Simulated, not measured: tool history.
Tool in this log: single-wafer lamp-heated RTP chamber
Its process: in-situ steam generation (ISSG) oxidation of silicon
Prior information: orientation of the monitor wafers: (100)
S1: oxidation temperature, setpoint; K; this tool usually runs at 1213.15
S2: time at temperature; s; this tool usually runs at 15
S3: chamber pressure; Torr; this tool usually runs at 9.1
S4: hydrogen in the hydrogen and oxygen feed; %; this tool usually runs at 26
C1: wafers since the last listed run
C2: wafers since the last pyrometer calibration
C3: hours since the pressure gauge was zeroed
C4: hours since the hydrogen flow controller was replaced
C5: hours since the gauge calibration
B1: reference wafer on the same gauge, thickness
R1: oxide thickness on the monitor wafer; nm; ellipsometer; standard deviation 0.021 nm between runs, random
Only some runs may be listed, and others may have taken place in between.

run	hour	S1	S2	S3	S4	C1	C2	C3	C4	C5	B1	R1
1	0.0	1204.15	15	9.1	26	0	56	2643.4	279.2	1181.4	4.366	4.273
2	100.7	1213.15	20	9.1	26	1234	1291	2744.1	379.9	1282.1	4.373	4.833
3	141.3	1213.15	20	9.1	26	497	1789	2784.7	420.5	1322.7	4.371	4.820
4	241.6	1213.15	20	9.1	26	1229	3019	2885.0	520.8	1423.0	4.369	4.870
5	313.1	1213.15	15	9.1	26	876	3895	2956.5	592.3	1494.5	4.367	4.380
6	388.7	1213.15	15	9.1	26	926	4822	3032.1	667.9	1570.1	4.368	4.401
7	534.9	1193.15	17	7.8	32	1792	6614	3178.3	814.1	1716.3	4.363	4.630
# hour 591.4: pressure gauge zeroed
8	614.1	1198.15	15	9.1	26	872	7487	22.7	893.3	1795.5	4.364	4.216
9	671.5	1213.15	15	9.9	26	703	8191	80.1	950.7	1852.9	4.370	4.282
# hour 723.6: pyrometer window cleaned and pyrometer calibrated
10	724.1	1213.15	19	9.1	26	546	6	132.7	1003.3	1905.5	4.369	4.758
11	819.1	1213.15	11	9.1	26	1164	1170	227.7	1098.3	2000.5	4.369	3.885
12	866.3	1213.15	18	9.9	26	578	1749	274.9	1145.5	2047.7	4.370	4.562
13	970.3	1204.15	12	9.1	26	1275	3024	378.9	1249.5	2151.7	4.373	3.942
14	1065.7	1213.15	15	9.9	26	1169	4194	474.3	1344.9	2247.1	4.370	4.285
15	1113.0	1213.15	15	10.0	31	579	4774	521.6	1392.2	2294.4	4.368	4.418
16	1176.0	1213.15	20	9.1	26	772	5546	584.6	1455.2	2357.4	4.374	4.905
17	1215.6	1213.15	15	9.1	29	485	6031	624.2	1494.8	2397.0	4.380	4.460
18	1281.5	1219.15	15	9.8	26	807	6839	690.1	1560.7	2462.9	4.371	4.414
# hour 1307.6: gauge calibrated
19	1343.3	1195.15	15	9.1	26	757	7597	751.9	1622.5	35.7	4.369	4.199
20	1403.6	1213.15	15	9.8	26	739	8336	812.2	1682.8	96.0	4.360	4.298
# hour 1634.6: pyrometer window cleaned and pyrometer calibrated
21	1645.0	1198.15	15	10.1	26	2861	127	1053.6	1924.2	337.4	4.368	4.119
22	1689.1	1223.15	11	9.1	31	540	667	1097.7	1968.3	381.5	4.371	4.193
23	1753.5	1213.15	15	10.0	30	789	1457	1162.1	2032.7	445.9	4.373	4.442
24	1832.4	1213.15	15	9.1	26	967	2424	1241.0	2111.6	524.8	4.369	4.370
25	1898.7	1213.15	15	9.1	26	812	3237	1307.3	2177.9	591.1	4.378	4.325
26	2004.2	1226.15	10	8.2	26	1293	4531	1412.8	2283.4	696.6	4.371	3.943
27	2197.3	1213.15	15	9.1	26	2367	6898	1605.9	2476.5	889.7	4.370	4.330
28	2269.9	1205.15	13	7.9	23	890	7788	1678.5	2549.1	962.3	4.371	3.968

For run 29, what comes out?
# hour 2363.6: pyrometer window cleaned and pyrometer calibrated
29	2364.1	1223.15	21	10.2	32	1056	5	1772.7	2643.3	1056.5	?	?

{"run 29": {"B1": 4.37, "R1": 5.207}}
Without the tool's hidden state the same run would have given R1 5.207 nm.
